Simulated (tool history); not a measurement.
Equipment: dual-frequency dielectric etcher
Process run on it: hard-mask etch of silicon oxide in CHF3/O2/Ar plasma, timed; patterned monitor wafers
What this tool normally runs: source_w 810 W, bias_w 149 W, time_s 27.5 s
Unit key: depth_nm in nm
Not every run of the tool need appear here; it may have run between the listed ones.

run    hour  source_w  bias_w  time_s  wafers since the last listed run  hours since the last wet clean  hours since the last source power generator calibration  hours since the last bias power generator calibration  hours since the last upper electrode change  hours since the gauge calibration  read-back reference wafer on the same gauge, depth_nm  depth_nm
  1       0       810     149    24.5                                 0                            54.5                                                   1614.9                                                 1243.6                                       5694.8                              295.6                                                   55.7      51.2
  2    43.6       810     149    24.5                               354                            98.1                                                   1658.5                                                 1287.2                                       5738.4                              339.2                                                   55.7      50.9
  3    99.4       810     149    27.5                               453                           153.9                                                   1714.3                                                   1343                                       5794.2                                395                                                   55.7      57.1
  4   127.3       810     149    27.5                               226                           181.8                                                   1742.2                                                 1370.9                                       5822.1                              422.9                                                   55.7      57.4
  5   155.9       810     149    27.5                               232                           210.4                                                   1770.8                                                 1399.5                                       5850.7                              451.5                                                   55.7      57.6
  6   207.4       810     149    27.5                               418                           261.9                                                   1822.3                                                   1451                                       5902.2                                503                                                   55.7      57.6
  7     239       810     149    27.5                               256                           293.5                                                   1853.9                                                 1482.6                                       5933.8                              534.6                                                   55.8      56.9
  8   292.2       910     149    33.5                               432                           346.7                                                   1907.1                                                 1535.8                                         5987                              587.8                                                   55.7      72.1
  9   358.8       910     149    33.5                               541                           413.3                                                   1973.7                                                 1602.4                                       6053.6                              654.4                                                   55.8      72.4
 10   382.9       910     149    33.5                               195                           437.4                                                   1997.8                                                 1626.5                                       6077.7                              678.5                                                   55.7        72
 11   438.1       880     149    27.5                               448                           492.6                                                     2053                                                 1681.7                                       6132.9                              733.7                                                   55.7      58.6
      484.6  -- source power generator calibrated
 12   495.8       880     149    27.5                               436                           550.3                                                     11.2                                                 1739.4                                       6190.6                              791.4                                                   55.8      58.7
      519.5  -- bias power generator calibrated
 13   530.7       880     149    27.5                               251                           585.2                                                     46.1                                                   11.2                                       6225.5                              826.3                                                   55.7      58.9
      556.9  -- gauge calibrated
      568.2  -- wet clean of the chamber
      579.5  -- upper electrode replaced
 14     580       810     135    27.5                               113                            11.8                                                     95.4                                                   60.5                                          0.5                               23.1                                                   55.7      55.9
 15   607.9       900     160      30                               226                            39.7                                                    123.3                                                   88.4                                         28.4                                 51                                                   55.7      66.3
 16     673       810     122    27.5                               529                           104.8                                                    188.4                                                  153.5                                         93.5                              116.1                                                   55.7      54.4
 17   797.9       810     185    30.5                              1015                           229.7                                                    313.3                                                  278.4                                        218.4                                241                                                   55.7      67.5
 18   857.3       980     149      30                               482                           289.1                                                    372.7                                                  337.8                                        277.8                              300.4                                                   55.7      66.2
 19   914.3       810     137    23.5                               463                           346.1                                                    429.7                                                  394.8                                        334.8                              357.4                                                   55.7      47.8
 20   954.9       810     149    27.5                               330                           386.7                                                    470.3                                                  435.4                                        375.4                                398                                                   55.7      57.4
 21     979       810     149    27.5                               195                           410.8                                                    494.4                                                  459.5                                        399.5                              422.1                                                   55.7      57.9
 22  1022.3       980     114    23.5                               352                           454.1                                                    537.7                                                  502.8                                        442.8                              465.4                                                   55.7        48
     1063.8  -- wet clean of the chamber
 23  1064.3       810     149    27.5                               146                             0.5                                                    579.7                                                  544.8                                        484.8                              507.4                                                   55.7        57
 24  1076.1      1000     149      23                                95                            12.3                                                    591.5                                                  556.6                                        496.6                              519.2                                                   55.7        51
 25  1122.4       730     173    27.5                               376                            58.6                                                    637.8                                                  602.9                                        542.9                              565.5                                                   55.7      58.2
 26  1151.6       690     165    20.5                               237                            87.8                                                      667                                                  632.1                                        572.1                              594.7                                                   55.7      42.6
 27  1187.8       640     128    20.5                               294                             124                                                    703.2                                                  668.3                                        608.3                              630.9                                                   55.7      38.5

Run 28 is up next; what results do you expect?
 28  1247       910     149    33.5                               481                           183.2                                                    762.4                                                  727.5                                        667.5                              690.1                                                      ?         ?

read-back reference wafer on the same gauge, depth_nm: 55.7
depth_nm: 71.9 nm
Without the tool's hidden state the same run would have given depth_nm 71.9 nm.

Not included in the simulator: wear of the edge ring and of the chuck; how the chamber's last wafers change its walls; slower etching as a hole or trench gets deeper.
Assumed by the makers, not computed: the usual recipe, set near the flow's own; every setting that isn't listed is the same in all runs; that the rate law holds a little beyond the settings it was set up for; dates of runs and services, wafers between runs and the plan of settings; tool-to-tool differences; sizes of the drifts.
